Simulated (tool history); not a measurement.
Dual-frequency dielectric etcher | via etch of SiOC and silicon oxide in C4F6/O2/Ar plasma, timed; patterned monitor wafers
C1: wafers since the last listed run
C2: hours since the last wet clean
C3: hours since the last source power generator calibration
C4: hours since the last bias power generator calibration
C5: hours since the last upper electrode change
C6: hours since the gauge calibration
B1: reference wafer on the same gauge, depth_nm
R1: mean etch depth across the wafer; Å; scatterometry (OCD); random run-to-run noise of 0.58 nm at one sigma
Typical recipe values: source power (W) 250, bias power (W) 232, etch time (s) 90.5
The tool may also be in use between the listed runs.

Run 1, hour 0.0: usual settings; C1 0; C2 105.0; C3 1902.5; C4 3208.7; C5 3479.0; C6 1640.9; B1 104.5. Result: R1 935 Å.
Run 2, hour 32.5: usual settings; C1 252; C2 137.5; C3 1935.0; C4 3241.2; C5 3511.5; C6 1673.4; B1 104.8. Result: R1 941 Å.
Run 3, hour 76.3: usual settings; C1 340; C2 181.3; C3 1978.8; C4 3285.0; C5 3555.3; C6 1717.2; B1 104.9. Result: R1 944 Å.
Run 4, hour 249.9: usual settings; C1 1350; C2 354.9; C3 2152.4; C4 3458.6; C5 3728.9; C6 1890.8; B1 105.5. Result: R1 958 Å.
Run 5, hour 309.1: usual settings; C1 460; C2 414.1; C3 2211.6; C4 3517.8; C5 3788.1; C6 1950.0; B1 106.3. Result: R1 957 Å.
At hour 394.3: wet clean of the chamber.
Run 6, hour 394.8: usual settings; C1 479; C2 0.5; C3 2297.3; C4 3603.5; C5 3873.8; C6 2035.7; B1 106.4. Result: R1 969 Å.
Run 7, hour 438.9: usual settings; C1 342; C2 44.6; C3 2341.4; C4 3647.6; C5 3917.9; C6 2079.8; B1 106.8. Result: R1 959 Å.
Run 8, hour 510.2: usual settings; C1 554; C2 115.9; C3 2412.7; C4 3718.9; C5 3989.2; C6 2151.1; B1 107.2. Result: R1 973 Å.
Run 9, hour 574.2: usual settings; C1 497; C2 179.9; C3 2476.7; C4 3782.9; C5 4053.2; C6 2215.1; B1 107.5. Result: R1 980 Å.
Run 10, hour 612.8: usual settings; C1 300; C2 218.5; C3 2515.3; C4 3821.5; C5 4091.8; C6 2253.7; B1 108.0. Result: R1 979 Å.
Run 11, hour 644.1: usual settings; C1 243; C2 249.8; C3 2546.6; C4 3852.8; C5 4123.1; C6 2285.0; B1 108.0. Result: R1 978 Å.
At hour 686.4: upper electrode replaced.
At hour 687.5: bias power generator calibrated.
At hour 812.8: gauge calibrated.
At hour 854.0: wet clean of the chamber.
Run 12, hour 854.5: usual settings; C1 1254; C2 0.5; C3 2757.0; C4 167.0; C5 168.1; C6 41.7; B1 100.0. Result: R1 900 Å.
Run 13, hour 868.2: usual settings but source power (W) 230, bias power (W) 271, etch time (s) 109.0; C1 106; C2 14.2; C3 2770.7; C4 180.7; C5 181.8; C6 55.4; B1 99.9. Result: R1 1118 Å.
Run 14, hour 934.2: usual settings but source power (W) 280, bias power (W) 206, etch time (s) 110.0; C1 513; C2 80.2; C3 2836.7; C4 246.7; C5 247.8; C6 121.4; B1 100.3. Result: R1 1095 Å.
Run 15, hour 958.3: usual settings but source power (W) 280, bias power (W) 189, etch time (s) 117.5; C1 187; C2 104.3; C3 2860.8; C4 270.8; C5 271.9; C6 145.5; B1 100.0. Result: R1 1130 Å.
At hour 1016.1: source power generator calibrated.
Run 16, hour 1021.2: usual settings but source power (W) 230, etch time (s) 105.0; C1 458; C2 167.2; C3 5.1; C4 333.7; C5 334.8; C6 208.4; B1 100.2. Result: R1 1020 Å.
Run 17, hour 1063.9: usual settings but bias power (W) 289; C1 332; C2 209.9; C3 47.8; C4 376.4; C5 377.5; C6 251.1; B1 100.2. Result: R1 991 Å.
Run 18, hour 1134.0: usual settings but source power (W) 270, etch time (s) 98.5; C1 545; C2 280.0; C3 117.9; C4 446.5; C5 447.6; C6 321.2; B1 100.1. Result: R1 1000 Å.
Run 19, hour 1176.1: usual settings but source power (W) 280, etch time (s) 67.0; C1 327; C2 322.1; C3 160.0; C4 488.6; C5 489.7; C6 363.3; B1 100.2. Result: R1 689 Å.
At hour 1264.0: wet clean of the chamber.
Run 20, hour 1383.7: usual settings; C1 1427; C2 119.7; C3 367.6; C4 696.2; C5 697.3; C6 570.9; B1 100.7. Result: R1 906 Å.
Run 21, hour 1447.0: usual settings but source power (W) 310, bias power (W) 289, etch time (s) 64.0; C1 492; C2 183.0; C3 430.9; C4 759.5; C5 760.6; C6 634.2; B1 100.6. Result: R1 724 Å.
Run 22, hour 1476.2: usual settings but source power (W) 310, bias power (W) 187, etch time (s) 107.5; C1 227; C2 212.2; C3 460.1; C4 788.7; C5 789.8; C6 663.4; B1 100.6. Result: R1 1070 Å.
Run 23, hour 1523.7: usual settings but bias power (W) 176, etch time (s) 64.0; C1 369; C2 259.7; C3 507.6; C4 836.2; C5 837.3; C6 710.9; B1 100.5. Result: R1 583 Å.
Run 24, hour 1586.9: usual settings but etch time (s) 113.5; C1 491; C2 322.9; C3 570.8; C4 899.4; C5 900.5; C6 774.1; B1 101.0. Result: R1 1145 Å.
Run 25, hour 1619.9: usual settings but source power (W) 270, bias power (W) 287, etch time (s) 77.5; C1 256; C2 355.9; C3 603.8; C4 932.4; C5 933.5; C6 807.1; B1 100.9. Result: R1 856 Å.
At hour 1662.7: wet clean of the chamber.
Run 26, hour 1665.0: usual settings but bias power (W) 288, etch time (s) 103.0; C1 164; C2 2.3; C3 648.9; C4 977.5; C5 978.6; C6 852.2; B1 100.9. Result: R1 1118 Å.
Run 27, hour 1721.2: usual settings but source power (W) 230, bias power (W) 274, etch time (s) 100.5; C1 437; C2 58.5; C3 705.1; C4 1033.7; C5 1034.8; C6 908.4; B1 100.9. Result: R1 1049 Å.
Run 28, hour 1780.4: usual settings; C1 460; C2 117.7; C3 764.3; C4 1092.9; C5 1094.0; C6 967.6; B1 101.1. Result: R1 910 Å.

What does the tool deliver on the next run?
Run 29, hour 1828.6: usual settings but source power (W) 300, bias power (W) 188; C1 374; C2 165.9; C3 812.5; C4 1141.1; C5 1142.2; C6 1015.8; B1 ?. Result: R1 ?.

{"run 29": {"B1": 101.6, "R1": 909}}
On a tool with no hidden condition, and with the same random variation, this run would have come out at R1 899 Å.
